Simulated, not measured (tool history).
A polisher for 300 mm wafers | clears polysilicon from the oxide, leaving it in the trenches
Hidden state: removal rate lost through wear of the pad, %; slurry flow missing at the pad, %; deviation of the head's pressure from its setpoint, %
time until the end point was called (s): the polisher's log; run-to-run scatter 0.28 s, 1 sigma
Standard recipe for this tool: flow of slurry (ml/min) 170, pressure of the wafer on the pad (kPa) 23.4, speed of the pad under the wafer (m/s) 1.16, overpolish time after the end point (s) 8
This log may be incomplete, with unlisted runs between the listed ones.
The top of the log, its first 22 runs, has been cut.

run	hour	flow of slurry (ml/min)	pressure of the wafer on the pad (kPa)	speed of the pad under the wafer (m/s)	overpolish time after the end point (s)	wafers since the last listed run	wafers polished on this pad	hours since the slurry nozzle was cleaned	hours since the head pressure was calibrated	incoming thickness of the incoming film, nm	time until the end point was called (s)
23	338.5	155	23.4	1.56	11	151	158	273.7	191.1	594.8	20
24	347.1	170	23.4	0.98	8	126	285	282.3	199.7	588.9	31.6
# hour 348.9: slurry nozzle cleaned
25	359.5	130	23.4	1.16	8	167	452	10.6	212.1	597.8	27.9
26	371.6	190	23.4	1.16	8	177	630	22.7	224.2	586.4	26
27	383.6	140	31.7	1.32	10	176	806	34.7	236.2	584.1	17.8
28	394.1	170	23.4	1.16	11	154	960	45.2	246.7	594.2	27.1
29	406.5	215	18.6	1	12	182	1143	57.6	259.1	589.5	38.8
30	417.7	170	23.4	1.16	8	164	1307	68.8	270.3	589.8	27.7
31	432.3	170	19.3	0.86	8	214	1521	83.4	284.9	595.6	46.3
32	439.3	170	23.4	1.16	8	102	1624	90.4	291.9	591.9	27.9
# hour 445.3: worn pad replaced by a new one
33	455.4	130	23.4	0.96	10	177	148	106.5	308	585.1	32.7
34	472.2	170	23.4	1.16	12	246	395	123.3	324.8	593.3	26.8
35	483.5	150	23.4	1.16	11	165	561	134.6	336.1	581.1	27.1

Predict each of these 4 candidate next runs independently; none follows another, all start after run 35:
A	483.9	225	23.4	1.16	8	5	566	135	336.5	596.8	?
B	483.9	220	18.6	1.42	13	5	566	135	336.5	596.8	?
C	483.9	205	26.9	1.16	8	5	566	135	336.5	596.8	?
D	483.9	145	17.9	1.16	8	5	566	135	336.5	596.8	?

run	time until the end point was called (s)
A	26.4
B	27.2
C	23.2
D	36.2
Stripped of hidden state, with their random variation kept, the same runs would have yielded:
run	time until the end point was called (s)
A	26.2
B	27
C	23
D	35.9
